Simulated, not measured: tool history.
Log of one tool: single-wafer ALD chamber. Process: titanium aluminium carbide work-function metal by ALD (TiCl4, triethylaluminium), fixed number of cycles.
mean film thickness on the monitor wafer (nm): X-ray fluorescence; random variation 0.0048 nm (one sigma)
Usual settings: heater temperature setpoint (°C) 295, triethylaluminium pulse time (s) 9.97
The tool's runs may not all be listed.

run,day,heater temperature setpoint (°C),triethylaluminium pulse time (s),wafers since the last listed run,hours since the last thermocouple change,hours since the last triethylaluminium bottle change,hours since the showerhead was replaced,hours since the gauge calibration,"read-back reference wafer on the same gauge, thickness_nm",mean film thickness on the monitor wafer (nm)
1,0.000,304,9.97,0,1107.5,518.8,4748.0,424.2,1.798,1.884
2,2.567,295,9.97,879,1169.1,580.4,4809.6,485.8,1.801,1.800
3,5.529,295,9.97,1015,1240.2,651.5,4880.7,556.9,1.801,1.792
4,8.379,295,9.97,976,1308.6,719.9,4949.1,625.3,1.799,1.803
5,9.546,295,9.97,399,1336.6,747.9,4977.1,653.3,1.799,1.786
6,10.833,295,9.97,441,1367.5,778.8,5008.0,684.2,1.800,1.796
7,13.038,295,9.97,755,1420.4,831.7,5060.9,737.1,1.802,1.789
# day 13.571: showerhead replaced
8,19.325,295,9.97,2040,1571.3,982.6,138.1,888.0,1.799,1.781
# day 20.883: triethylaluminium bottle replaced
9,20.904,285,9.97,427,1609.2,0.5,176.0,925.9,1.798,1.763
# day 22.583: gauge calibrated
10,23.017,295,9.97,724,1659.9,51.2,226.7,10.4,1.798,1.849
# day 24.971: thermocouple changed; heater temperature recalibrated
11,25.375,290,8.81,694,9.7,107.8,283.3,67.0,1.799,1.766
12,26.783,286,13.95,482,43.5,141.6,317.1,100.8,1.801,1.802
13,28.712,295,9.97,661,89.8,187.9,363.4,147.1,1.799,1.826
14,30.621,301,11.85,654,135.6,233.7,409.2,192.9,1.802,1.915
15,32.192,305,13.71,538,173.3,271.4,446.9,230.6,1.798,1.980
16,34.729,304,11.01,869,234.2,332.3,507.8,291.5,1.802,1.917
17,36.296,295,9.97,537,271.8,369.9,545.4,329.1,1.801,1.808
18,37.504,288,13.09,414,300.8,398.9,574.4,358.1,1.798,1.801

What the log doesn't show, run by run:
wafer temperature above the value expected at the setpoint (K): 0 in every run
gauge reads high (%): 0 in every run
H1: triethylaluminium dose above that of a fresh bottle (%)
run,H1
1,-23
2,-24
3,-25
4,-25.8
5,-26.1
6,-26.3
7,-26.8
8,-27.7
9,-3.56
10,-7.33
11,-10.9
12,-12.8
13,-15.1
14,-17.1
15,-18.6
16,-20.7
17,-21.8
18,-22.5
